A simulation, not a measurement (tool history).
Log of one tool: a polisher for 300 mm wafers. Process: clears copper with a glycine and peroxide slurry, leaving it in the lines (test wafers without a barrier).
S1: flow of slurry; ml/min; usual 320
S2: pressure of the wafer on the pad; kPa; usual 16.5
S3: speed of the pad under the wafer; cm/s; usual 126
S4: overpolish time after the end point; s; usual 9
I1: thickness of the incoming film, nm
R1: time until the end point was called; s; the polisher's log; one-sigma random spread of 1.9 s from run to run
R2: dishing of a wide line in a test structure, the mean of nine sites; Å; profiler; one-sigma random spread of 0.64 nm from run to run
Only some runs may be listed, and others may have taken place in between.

run   hour   S1    S2   S3  S4     I1     R1   R2
  1    0.0  320  16.5  126   9  653.4  120.9  345
  2   32.4  320  16.5  126   9  652.1  122.9  334
  3   38.9  320  16.5  126   9  662.1  128.7  329
  4   55.9  320  17.9  126  13  648.7  118.9  475
      65.9  -- head pressure recalibrated
  5   68.2  320  17.9  126  13  659.6  119.3  469
  6   74.9  320  17.9  126  13  644.1  121.0  459
      77.5  -- slurry nozzle cleaned
      86.8  -- worn pad replaced by a new one
  7   89.4  320  16.5  126   9  652.3  112.0  355
  8   99.1  320  22.1  126   9  652.9   93.8  431
  9  112.6  385  16.5  148   9  640.7  103.2  389
 10  123.3  365  16.5  126   7  656.2  119.8  269
 11  132.0  320  16.5  106  10  642.6  139.2  326
 12  139.6  320  16.5   88  14  646.2  162.1  374
 13  149.4  290  14.5   86   5  648.0  186.7  128
 14  164.6  320  16.5  126   9  650.9  131.3  323

Alternative continuations, all from the tool just after run 14; predict every row:
  A  165.1  320  16.5  126   9  649.6   ?   ?
  B  165.1  320  16.5  108   9  649.6   ?   ?
  C  165.1  360  16.5  126   9  649.6   ?   ?
  D  165.1  320  16.5  100   9  649.6   ?   ?

run     R1   R2
  A  128.2  318
  B  145.6  285
  C  127.0  320
  D  154.9  269
The same runs, with their run-to-run variation unchanged, on a tool lacking any hidden condition would have given:
run     R1   R2
  A  112.5  356
  B  127.8  320
  C  111.5  359
  D  136.0  303
